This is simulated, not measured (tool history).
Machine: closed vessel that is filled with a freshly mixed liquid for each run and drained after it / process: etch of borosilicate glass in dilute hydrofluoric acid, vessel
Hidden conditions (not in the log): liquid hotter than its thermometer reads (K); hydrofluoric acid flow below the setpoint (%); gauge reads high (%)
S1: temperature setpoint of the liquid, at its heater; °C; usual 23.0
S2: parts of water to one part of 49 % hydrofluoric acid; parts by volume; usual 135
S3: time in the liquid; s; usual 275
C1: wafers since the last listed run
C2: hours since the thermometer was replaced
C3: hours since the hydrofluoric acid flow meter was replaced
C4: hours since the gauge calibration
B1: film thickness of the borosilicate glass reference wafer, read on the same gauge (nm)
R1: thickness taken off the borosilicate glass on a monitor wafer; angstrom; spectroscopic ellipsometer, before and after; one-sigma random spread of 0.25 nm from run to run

{"run": 1, "hour": 0.0, "S1": 23.0, "S2": 135, "S3": 275, "C1": 0, "C2": 68.5, "C3": 1539.1, "C4": 1230.9, "B1": 110.01, "R1": 600.3}
{"run": 2, "hour": 112.2, "S1": 23.0, "S2": 115, "S3": 275, "C1": 13310, "C2": 180.7, "C3": 1651.3, "C4": 1343.1, "B1": 110.0, "R1": 729.0}
{"run": 3, "hour": 163.6, "S1": 19.5, "S2": 135, "S3": 275, "C1": 6097, "C2": 232.1, "C3": 1702.7, "C4": 1394.5, "B1": 110.0, "R1": 529.8}
{"run": 4, "hour": 235.0, "S1": 23.0, "S2": 135, "S3": 275, "C1": 8470, "C2": 303.5, "C3": 1774.1, "C4": 1465.9, "B1": 109.99, "R1": 606.2}
{"run": 5, "hour": 280.6, "S1": 23.0, "S2": 135, "S3": 275, "C1": 5409, "C2": 349.1, "C3": 1819.7, "C4": 1511.5, "B1": 109.98, "R1": 608.2}
{"run": 6, "hour": 306.8, "S1": 23.0, "S2": 135, "S3": 275, "C1": 3108, "C2": 375.3, "C3": 1845.9, "C4": 1537.7, "B1": 110.0, "R1": 610.4}
{"run": 7, "hour": 374.7, "S1": 23.0, "S2": 135, "S3": 275, "C1": 8055, "C2": 443.2, "C3": 1913.8, "C4": 1605.6, "B1": 110.0, "R1": 610.8}
{"run": 8, "hour": 426.1, "S1": 23.0, "S2": 135, "S3": 275, "C1": 6097, "C2": 494.6, "C3": 1965.2, "C4": 1657.0, "B1": 110.0, "R1": 608.9}
{"run": 9, "hour": 454.4, "S1": 23.0, "S2": 135, "S3": 275, "C1": 3357, "C2": 522.9, "C3": 1993.5, "C4": 1685.3, "B1": 109.99, "R1": 614.6}
{"run": 10, "hour": 504.6, "S1": 23.0, "S2": 135, "S3": 275, "C1": 5955, "C2": 573.1, "C3": 2043.7, "C4": 1735.5, "B1": 110.0, "R1": 617.1}
{"run": 11, "hour": 537.1, "S1": 19.0, "S2": 135, "S3": 275, "C1": 3855, "C2": 605.6, "C3": 2076.2, "C4": 1768.0, "B1": 109.99, "R1": 522.9}
{"run": 12, "hour": 574.6, "S1": 23.0, "S2": 135, "S3": 275, "C1": 4448, "C2": 643.1, "C3": 2113.7, "C4": 1805.5, "B1": 109.97, "R1": 610.3}
{"run": 13, "hour": 614.0, "S1": 23.0, "S2": 135, "S3": 275, "C1": 4674, "C2": 682.5, "C3": 2153.1, "C4": 1844.9, "B1": 109.99, "R1": 615.0}
{"run": 14, "hour": 644.1, "S1": 23.0, "S2": 195, "S3": 275, "C1": 3570, "C2": 712.6, "C3": 2183.2, "C4": 1875.0, "B1": 110.04, "R1": 397.7}
{"run": 15, "hour": 677.5, "S1": 23.0, "S2": 135, "S3": 275, "C1": 3962, "C2": 746.0, "C3": 2216.6, "C4": 1908.4, "B1": 110.02, "R1": 615.8}
{"hour": 682.9, "done": "hydrofluoric acid flow meter replaced"}
{"run": 16, "hour": 702.0, "S1": 23.0, "S2": 135, "S3": 275, "C1": 2787, "C2": 770.5, "C3": 19.1, "C4": 1932.9, "B1": 110.01, "R1": 648.1}
{"hour": 719.7, "done": "thermometer replaced"}
{"run": 17, "hour": 755.9, "S1": 23.0, "S2": 180, "S3": 275, "C1": 6275, "C2": 36.2, "C3": 73.0, "C4": 1986.8, "B1": 109.99, "R1": 442.0}
{"run": 18, "hour": 821.2, "S1": 23.0, "S2": 165, "S3": 275, "C1": 7746, "C2": 101.5, "C3": 138.3, "C4": 2052.1, "B1": 109.99, "R1": 495.0}
{"run": 19, "hour": 849.4, "S1": 23.0, "S2": 135, "S3": 275, "C1": 3345, "C2": 129.7, "C3": 166.5, "C4": 2080.3, "B1": 110.02, "R1": 616.9}
{"run": 20, "hour": 901.7, "S1": 23.0, "S2": 135, "S3": 275, "C1": 6204, "C2": 182.0, "C3": 218.8, "C4": 2132.6, "B1": 109.99, "R1": 622.8}
{"hour": 925.3, "done": "gauge calibrated"}
{"run": 21, "hour": 948.5, "S1": 19.5, "S2": 135, "S3": 185, "C1": 5552, "C2": 228.8, "C3": 265.6, "C4": 23.2, "B1": 110.01, "R1": 364.9}
{"run": 22, "hour": 985.5, "S1": 23.0, "S2": 95, "S3": 140, "C1": 4389, "C2": 265.8, "C3": 302.6, "C4": 60.2, "B1": 110.01, "R1": 473.5}
{"run": 23, "hour": 1014.0, "S1": 25.0, "S2": 70, "S3": 115, "C1": 3381, "C2": 294.3, "C3": 331.1, "C4": 88.7, "B1": 110.01, "R1": 592.9}
{"run": 24, "hour": 1046.5, "S1": 20.0, "S2": 135, "S3": 275, "C1": 3855, "C2": 326.8, "C3": 363.6, "C4": 121.2, "B1": 110.02, "R1": 553.2}
{"run": 25, "hour": 1107.9, "S1": 26.0, "S2": 135, "S3": 340, "C1": 7284, "C2": 388.2, "C3": 425.0, "C4": 182.6, "B1": 110.01, "R1": 870.5}
{"run": 26, "hour": 1173.2, "S1": 23.0, "S2": 185, "S3": 125, "C1": 7746, "C2": 453.5, "C3": 490.3, "C4": 247.9, "B1": 109.97, "R1": 197.4}
{"run": 27, "hour": 1201.5, "S1": 23.0, "S2": 135, "S3": 275, "C1": 3357, "C2": 481.8, "C3": 518.6, "C4": 276.2, "B1": 110.01, "R1": 627.0}
{"run": 28, "hour": 1255.9, "S1": 28.0, "S2": 135, "S3": 185, "C1": 6453, "C2": 536.2, "C3": 573.0, "C4": 330.6, "B1": 109.97, "R1": 513.5}
{"run": 29, "hour": 1283.1, "S1": 18.0, "S2": 135, "S3": 275, "C1": 3226, "C2": 563.4, "C3": 600.2, "C4": 357.8, "B1": 110.05, "R1": 513.1}
{"run": 30, "hour": 1353.8, "S1": 20.5, "S2": 190, "S3": 205, "C1": 8387, "C2": 634.1, "C3": 670.9, "C4": 428.5, "B1": 110.02, "R1": 287.1}
{"hour": 1413.8, "done": "thermometer replaced"}
{"run": 31, "hour": 1414.3, "S1": 26.0, "S2": 135, "S3": 275, "C1": 7058, "C2": 0.5, "C3": 731.4, "C4": 489.0, "B1": 109.99, "R1": 687.8}

The tool's hidden state at each run:
gauge reads high (%): 0 across all the runs
H1: liquid hotter than its thermometer reads (K)
H2: hydrofluoric acid flow below the setpoint (%)
run=1 H1=0.208 H2=3.01
run=2 H1=0.371 H2=3.22
run=3 H1=0.446 H2=3.32
run=4 H1=0.551 H2=3.46
run=5 H1=0.617 H2=3.54
run=6 H1=0.655 H2=3.59
run=7 H1=0.754 H2=3.72
run=8 H1=0.829 H2=3.82
run=9 H1=0.871 H2=3.87
run=10 H1=0.944 H2=3.97
run=11 H1=0.991 H2=4.03
run=12 H1=1.05 H2=4.1
run=13 H1=1.1 H2=4.18
run=14 H1=1.15 H2=4.23
run=15 H1=1.2 H2=4.3
run=16 H1=1.23 H2=0.0747
run=17 H1=0.118 H2=0.177
run=18 H1=0.213 H2=0.302
run=19 H1=0.254 H2=0.355
run=20 H1=0.331 H2=0.455
run=21 H1=0.399 H2=0.544
run=22 H1=0.453 H2=0.614
run=23 H1=0.494 H2=0.669
run=24 H1=0.542 H2=0.73
run=25 H1=0.631 H2=0.847
run=26 H1=0.727 H2=0.972
run=27 H1=0.768 H2=1.03
run=28 H1=0.847 H2=1.13
run=29 H1=0.887 H2=1.18
run=30 H1=0.99 H2=1.32
run=31 H1=0.121 H2=1.43
